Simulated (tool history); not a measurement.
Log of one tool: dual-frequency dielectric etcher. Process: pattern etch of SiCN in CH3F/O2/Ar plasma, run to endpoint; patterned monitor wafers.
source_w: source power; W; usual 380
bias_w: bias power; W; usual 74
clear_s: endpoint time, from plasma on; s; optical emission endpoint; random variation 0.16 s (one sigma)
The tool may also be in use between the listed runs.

run    hour  source_w  bias_w  wafers since the last listed run  hours since the last wet clean  hours since the last source power generator calibration  hours since the last bias power generator calibration  hours since the last upper electrode change  incoming incoming film thickness, nm  clear_s
  1     0.0       340      74                                 0                           340.7                                                   3546.6                                                 2676.8                                       4863.2                                  6.51     20.4
  2    40.0       340      74                               495                           380.7                                                   3586.6                                                 2716.8                                       4903.2                                  6.55     20.6
  3    91.1       380      74                               633                           431.8                                                   3637.7                                                 2767.9                                       4954.3                                  6.53     19.4
  4   143.4       380      74                               648                           484.1                                                   3690.0                                                 2820.2                                       5006.6                                  6.53     19.5
  5   197.4       380      74                               669                           538.1                                                   3744.0                                                 2874.2                                       5060.6                                  6.54     19.6
      259.6  -- wet clean of the chamber
  6   265.1       360      87                               541                             5.5                                                   3811.7                                                 2941.9                                       5128.3                                  6.54     18.4
  7   499.4       360      87                              2903                           239.8                                                   4046.0                                                 3176.2                                       5362.6                                  6.45     18.3
  8   554.2       360      87                               679                           294.6                                                   4100.8                                                 3231.0                                       5417.4                                  6.49     18.5
  9   623.5       380      67                               858                           363.9                                                   4170.1                                                 3300.3                                       5486.7                                  6.47     19.9
 10   668.2       380      67                               553                           408.6                                                   4214.8                                                 3345.0                                       5531.4                                  6.50     19.9
 11   774.5       380      67                              1317                           514.9                                                   4321.1                                                 3451.3                                       5637.7                                  6.54     20.0
      795.2  -- source power generator calibrated
      821.6  -- wet clean of the chamber
 12   851.4       380      74                               605                            29.8                                                     56.2                                                 3528.2                                       5714.6                                  6.37     18.5
 13   942.6       380      74                              1130                           121.0                                                    147.4                                                 3619.4                                       5805.8                                  6.53     19.0
 14  1015.9       380      74                               908                           194.3                                                    220.7                                                 3692.7                                       5879.1                                  6.54     19.0
     1060.9  -- upper electrode replaced
 15  1123.8       380      67                              1039                           302.2                                                    328.6                                                 3800.6                                         62.9                                  6.46     19.7
 16  1308.4       380      81                              2287                           486.8                                                    513.2                                                 3985.2                                        247.5                                  6.52     18.6
 17  1364.3       300      64                               692                           542.7                                                    569.1                                                 4041.1                                        303.4                                  6.57     23.4
     1391.1  -- wet clean of the chamber
 18  1467.8       430      84                               985                            76.7                                                    672.6                                                 4144.6                                        406.9                                  6.46     17.0
 19  1504.1       430      79                               449                           113.0                                                    708.9                                                 4180.9                                        443.2                                  6.46     17.4
 20  1560.2       310      58                               695                           169.1                                                    765.0                                                 4237.0                                        499.3                                  6.45     22.6
 21  1663.8       470      81                              1283                           272.7                                                    868.6                                                 4340.6                                        602.9                                  6.53     17.1
 22  1745.3       380      87                              1009                           354.2                                                    950.1                                                 4422.1                                        684.4                                  6.47     18.2
 23  1798.8       380      74                               662                           407.7                                                   1003.6                                                 4475.6                                        737.9                                  6.48     19.3
     1854.3  -- bias power generator calibrated
     1858.4  -- wet clean of the chamber
 24  2066.7       440      61                              3219                           208.3                                                   1271.5                                                  212.4                                       1005.8                                  6.54     19.2
 25  2112.9       440      74                               572                           254.5                                                   1317.7                                                  258.6                                       1052.0                                  6.51     17.8
 26  2154.1       430      64                               510                           295.7                                                   1358.9                                                  299.8                                       1093.2                                  6.47     19.0
 27  2261.8       380      74                              1334                           403.4                                                   1466.6                                                  407.5                                       1200.9                                  6.56     19.1
 28  2308.0       440      61                               572                           449.6                                                   1512.8                                                  453.7                                       1247.1                                  6.48     19.0
 29  2364.3       440      60                               697                           505.9                                                   1569.1                                                  510.0                                       1303.4                                  6.49     19.2

3 ways to go on from here, each from the tool as it stands after run 29. What would each give?
  A  2364.7       380      74                                 4                           506.3                                                   1569.5                                                  510.4                                       1303.8                                  6.51        ?
  B  2364.7       450      85                                 4                           506.3                                                   1569.5                                                  510.4                                       1303.8                                  6.51        ?
  C  2364.7       430      85                                 4                           506.3                                                   1569.5                                                  510.4                                       1303.8                                  6.51        ?

run  clear_s
  A     19.6
  B     17.3
  C     17.7
Without the tool's hidden state the same runs would have given:
run  clear_s
  A     18.9
  B     16.7
  C     17.1
